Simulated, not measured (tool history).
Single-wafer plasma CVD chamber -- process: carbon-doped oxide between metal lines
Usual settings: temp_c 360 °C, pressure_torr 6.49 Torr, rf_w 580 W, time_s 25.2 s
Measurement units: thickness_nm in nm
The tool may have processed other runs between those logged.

run,hour,temp_c,pressure_torr,rf_w,time_s,wafers since the last listed run,hours since the last thermocouple change,hours since the last RF generator calibration,hours since the last manometer calibration,hours since the showerhead was replaced,hours since the gauge calibration,"read-back reference wafer on the same gauge, thickness_nm",thickness_nm
1,0,360,6.49,580,25.2,0,1650.9,871.4,2071.5,3844.1,286.2,149.039,135.631
2,17,360,6.49,580,25.2,476,1667.9,888.4,2088.5,3861.1,303.2,149.06,135.112
3,31.1,360,6.49,580,25.2,395,1682,902.5,2102.6,3875.2,317.3,148.975,134.933
4,44.6,360,6.83,580,25.2,378,1695.5,916,2116.1,3888.7,330.8,149.018,135.069
5,55.7,360,6.83,580,25.2,311,1706.6,927.1,2127.2,3899.8,341.9,148.939,135.759
6,64.7,360,6.49,580,25.2,252,1715.6,936.1,2136.2,3908.8,350.9,149.035,135.383
7,79.2,360,6.49,580,25.2,406,1730.1,950.6,2150.7,3923.3,365.4,148.985,135.405
8,91.7,360,6.49,580,25.2,350,1742.6,963.1,2163.2,3935.8,377.9,148.874,135.334
9,102,360,6.49,580,25.2,288,1752.9,973.4,2173.5,3946.1,388.2,149.04,135.228
# hour 115.4: showerhead replaced
10,116.3,360,6.49,580,25.2,176,1767.2,987.7,2187.8,0.9,402.5,149.005,134.818
# hour 122: gauge calibrated
11,125.4,360,6.49,580,25.2,255,1776.3,996.8,2196.9,10,3.4,149.12,135.03
12,133.8,360,6.49,580,25.2,235,1784.7,1005.2,2205.3,18.4,11.8,149.051,135.322
13,145,349,5.76,580,25.2,314,1795.9,1016.4,2216.5,29.6,23,148.954,137.723
# hour 162: RF generator calibrated
14,162.5,350,6.49,650,27.1,266,1813.4,0.5,2234,47.1,40.5,148.866,163.454
15,174,360,7.64,495,20.3,322,1824.9,12,2245.5,58.6,52,148.949,106.648
# hour 185.3: capacitance manometer re-zeroed and calibrated
16,189.2,374,7.59,640,21.1,201,1840.1,27.2,3.9,73.8,67.2,149.103,120.415
17,196.4,360,6.49,580,25.2,201,1847.3,34.4,11.1,81,74.4,149.116,140.276
# hour 246.3: thermocouple changed; heater temperature recalibrated
18,246.8,360,6.49,580,25.2,1188,0.5,84.8,61.5,131.4,124.8,148.943,139.49
19,252.8,360,6.49,580,25.2,168,6.5,90.8,67.5,137.4,130.8,149.029,139.51
20,268.1,360,6.49,580,20.4,428,21.8,106.1,82.8,152.7,146.1,149.016,113.519
21,279.9,360,6.97,610,30.2,330,33.6,117.9,94.6,164.5,157.9,149.024,170.573
22,287.1,360,6.49,515,25.2,201,40.8,125.1,101.8,171.7,165.1,149.085,131.715
23,297.6,348,6.49,580,25.2,294,51.3,135.6,112.3,182.2,175.6,148.941,143.152
24,309.7,360,7.8,615,25.2,339,63.4,147.7,124.4,194.3,187.7,148.905,144.01
25,321.5,367,7.52,475,25.2,330,75.2,159.5,136.2,206.1,199.5,149.093,126.352
26,332.8,360,7.3,545,27.9,316,86.5,170.8,147.5,217.4,210.8,148.998,150.157
27,344.1,360,7.58,495,20.9,316,97.8,182.1,158.8,228.7,222.1,149.049,108.288
28,351,349,5.4,470,21.2,193,104.7,189,165.7,235.6,229,148.94,108.148
29,366.8,371,7.84,685,29.1,443,120.5,204.8,181.5,251.4,244.8,148.859,170.314

Table of differences, measured result less the result of that run with no hidden state. Run-to-run variation is the same in both. Gauge scatter possibly is not:
Unlogged tool condition in this case: wafer temperature above the value expected at the setpoint (K); delivered RF power above the setpoint (%); true pressure above the setpoint (%); gauge reads high (%).
run,thickness_nm
1,-5.428
2,-5.435
3,-5.45
4,-5.476
5,-5.52
6,-5.517
7,-5.539
8,-5.553
9,-5.561
10,-5.563
11,-5.583
12,-5.605
13,-5.718
14,-0.172
15,-0.231
16,-0.416
17,-0.573
18,-1.143
19,-1.208
20,-1.112
21,-1.816
22,-1.511
23,-1.702
24,-1.829
25,-1.774
26,-2.171
27,-1.66
28,-1.738
29,-2.749
